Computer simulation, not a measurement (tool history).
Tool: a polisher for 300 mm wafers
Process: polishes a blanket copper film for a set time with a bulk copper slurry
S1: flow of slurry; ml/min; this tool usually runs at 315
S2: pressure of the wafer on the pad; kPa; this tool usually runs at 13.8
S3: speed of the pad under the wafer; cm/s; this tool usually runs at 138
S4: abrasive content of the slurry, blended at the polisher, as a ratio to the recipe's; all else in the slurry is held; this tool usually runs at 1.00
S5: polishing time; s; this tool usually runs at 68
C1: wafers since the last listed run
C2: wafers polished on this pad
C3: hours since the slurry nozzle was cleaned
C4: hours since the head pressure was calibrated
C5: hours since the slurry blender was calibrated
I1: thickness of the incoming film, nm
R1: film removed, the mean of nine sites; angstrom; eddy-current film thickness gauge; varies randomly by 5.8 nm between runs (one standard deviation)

Run 1, hour 0.0: usual settings but S5 79 s; C1 0; C2 1572; C3 283.5; C4 303.0; C5 264.0; I1 4275.1. Result: R1 7800 angstrom.
Run 2, hour 44.3: usual settings but S5 79 s; C1 323; C2 1896; C3 327.8; C4 347.3; C5 308.3; I1 4294.6. Result: R1 8024 angstrom.
At hour 65.1: head pressure recalibrated.
At hour 83.7: worn pad replaced by a new one.
At hour 88.6: slurry blender recalibrated.
Run 3, hour 101.0: usual settings but S5 79 s; C1 356; C2 111; C3 384.5; C4 35.9; C5 12.4; I1 4256.4. Result: R1 8293 angstrom.
Run 4, hour 128.3: usual settings but S1 385 ml/min; C1 199; C2 311; C3 411.8; C4 63.2; C5 39.7; I1 4322.4. Result: R1 7172 angstrom.
Run 5, hour 193.0: usual settings but S1 385 ml/min; C1 473; C2 784; C3 476.5; C4 127.9; C5 104.4; I1 4367.0. Result: R1 7064 angstrom.
At hour 342.0: slurry nozzle cleaned.
At hour 373.4: head pressure recalibrated.
Run 6, hour 373.9: usual settings but S4 0.90; C1 1300; C2 2084; C3 31.9; C4 0.5; C5 285.3; I1 4305.4. Result: R1 6189 angstrom.
At hour 431.6: worn pad replaced by a new one.
At hour 472.1: slurry blender recalibrated.
Run 7, hour 551.5: usual settings but S4 0.90; C1 1254; C2 861; C3 209.5; C4 178.1; C5 79.4; I1 4213.2. Result: R1 6745 angstrom.
Run 8, hour 603.8: usual settings but S4 0.90; C1 382; C2 1244; C3 261.8; C4 230.4; C5 131.7; I1 4280.1. Result: R1 6806 angstrom.
Run 9, hour 643.0: usual settings; C1 286; C2 1530; C3 301.0; C4 269.6; C5 170.9; I1 4234.5. Result: R1 6818 angstrom.
Run 10, hour 725.5: usual settings; C1 603; C2 2134; C3 383.5; C4 352.1; C5 253.4; I1 4275.1. Result: R1 6987 angstrom.
At hour 737.7: head pressure recalibrated.
Run 11, hour 753.5: usual settings; C1 190; C2 2324; C3 411.5; C4 15.8; C5 281.4; I1 4261.4. Result: R1 6361 angstrom.
At hour 807.7: slurry blender recalibrated.
At hour 829.2: worn pad replaced by a new one.
Run 12, hour 956.4: usual settings; C1 1439; C2 930; C3 614.4; C4 218.7; C5 148.7; I1 4235.1. Result: R1 6800 angstrom.
Run 13, hour 994.7: usual settings; C1 280; C2 1210; C3 652.7; C4 257.0; C5 187.0; I1 4231.6. Result: R1 6839 angstrom.
At hour 1022.2: slurry nozzle cleaned.
At hour 1035.3: head pressure recalibrated.
Run 14, hour 1055.7: usual settings but S1 375 ml/min, S2 12.4 kPa, S4 1.10, S5 53 s; C1 424; C2 1634; C3 33.5; C4 20.4; C5 248.0; I1 4263.8. Result: R1 4611 angstrom.
Run 15, hour 1085.3: usual settings but S2 11.7 kPa, S5 59 s; C1 216; C2 1850; C3 63.1; C4 50.0; C5 277.6; I1 4251.0. Result: R1 4714 angstrom.
At hour 1124.2: slurry blender recalibrated.
Run 16, hour 1153.3: usual settings but S1 280 ml/min, S2 10.3 kPa, S5 57 s; C1 482; C2 2333; C3 131.1; C4 118.0; C5 29.1; I1 4220.8. Result: R1 4355 angstrom.
Run 17, hour 1201.5: usual settings; C1 352; C2 2685; C3 179.3; C4 166.2; C5 77.3; I1 4323.0. Result: R1 6938 angstrom.
At hour 1205.6: worn pad replaced by a new one.
Run 18, hour 1246.8: usual settings but S1 255 ml/min, S2 17.9 kPa, S3 186 cm/s, S4 0.80; C1 301; C2 301; C3 224.6; C4 211.5; C5 122.6; I1 4244.1. Result: R1 10690 angstrom.
Run 19, hour 1304.0: usual settings but S2 17.2 kPa, S5 74 s; C1 418; C2 719; C3 281.8; C4 268.7; C5 179.8; I1 4352.8. Result: R1 9229 angstrom.
At hour 1347.2: head pressure recalibrated.
Run 20, hour 1368.7: usual settings but S1 410 ml/min; C1 458; C2 1178; C3 346.5; C4 21.5; C5 244.5; I1 4227.9. Result: R1 6406 angstrom.
Run 21, hour 1422.8: usual settings but S1 410 ml/min, S3 96 cm/s, S5 84 s; C1 395; C2 1573; C3 400.6; C4 75.6; C5 298.6; I1 4273.8. Result: R1 5856 angstrom.
At hour 1456.6: slurry blender recalibrated.
Run 22, hour 1479.0: usual settings but S1 250 ml/min, S2 9.0 kPa, S3 156 cm/s, S5 89 s; C1 396; C2 1969; C3 456.8; C4 131.8; C5 22.4; I1 4309.2. Result: R1 6731 angstrom.
Run 23, hour 1532.7: usual settings but S1 375 ml/min, S2 12.4 kPa, S4 1.10, S5 53 s; C1 392; C2 2362; C3 510.5; C4 185.5; C5 76.1; I1 4235.6. Result: R1 5118 angstrom.
At hour 1579.5: worn pad replaced by a new one.
Run 24, hour 1600.5: usual settings but S5 91 s; C1 466; C2 153; C3 578.3; C4 253.3; C5 143.9; I1 4242.5. Result: R1 9557 angstrom.
At hour 1646.5: slurry nozzle cleaned.
Run 25, hour 1654.8: usual settings but S2 17.9 kPa, S3 170 cm/s, S4 0.90, S5 45 s; C1 389; C2 542; C3 8.3; C4 307.6; C5 198.2; I1 4188.0. Result: R1 7122 angstrom.
Run 26, hour 1687.7: usual settings but S2 9.7 kPa, S3 104 cm/s; C1 240; C2 783; C3 41.2; C4 340.5; C5 231.1; I1 4321.5. Result: R1 3989 angstrom.
At hour 1712.8: head pressure recalibrated.
Run 27, hour 1741.5: usual settings; C1 378; C2 1162; C3 95.0; C4 28.7; C5 284.9; I1 4258.4. Result: R1 6381 angstrom.

Here are 5 independent what-if runs from the current tool condition. What would each one return?
Run A, hour 1741.9: usual settings; C1 2; C2 1165; C3 95.4; C4 29.1; C5 285.3; I1 4210.0. Result: R1 ?.
Run B, hour 1741.9: usual settings but S2 15.9 kPa, S4 1.25, S5 81 s; C1 2; C2 1165; C3 95.4; C4 29.1; C5 285.3; I1 4210.0. Result: R1 ?.
Run C, hour 1741.9: usual settings but S2 16.5 kPa; C1 2; C2 1165; C3 95.4; C4 29.1; C5 285.3; I1 4210.0. Result: R1 ?.
Run D, hour 1741.9: usual settings but S1 420 ml/min, S2 16.5 kPa, S4 0.80, S5 60 s; C1 2; C2 1165; C3 95.4; C4 29.1; C5 285.3; I1 4210.0. Result: R1 ?.
Run E, hour 1741.9: usual settings but S1 420 ml/min; C1 2; C2 1165; C3 95.4; C4 29.1; C5 285.3; I1 4210.0. Result: R1 ?.

run    R1
  A  6467
  B  9292
  C  7761
  D  6629
  E  6561
With no hidden state in the tool, these same runs would have given:
run     R1
  A   7037
  B  10138
  C   8444
  D   7193
  E   7138
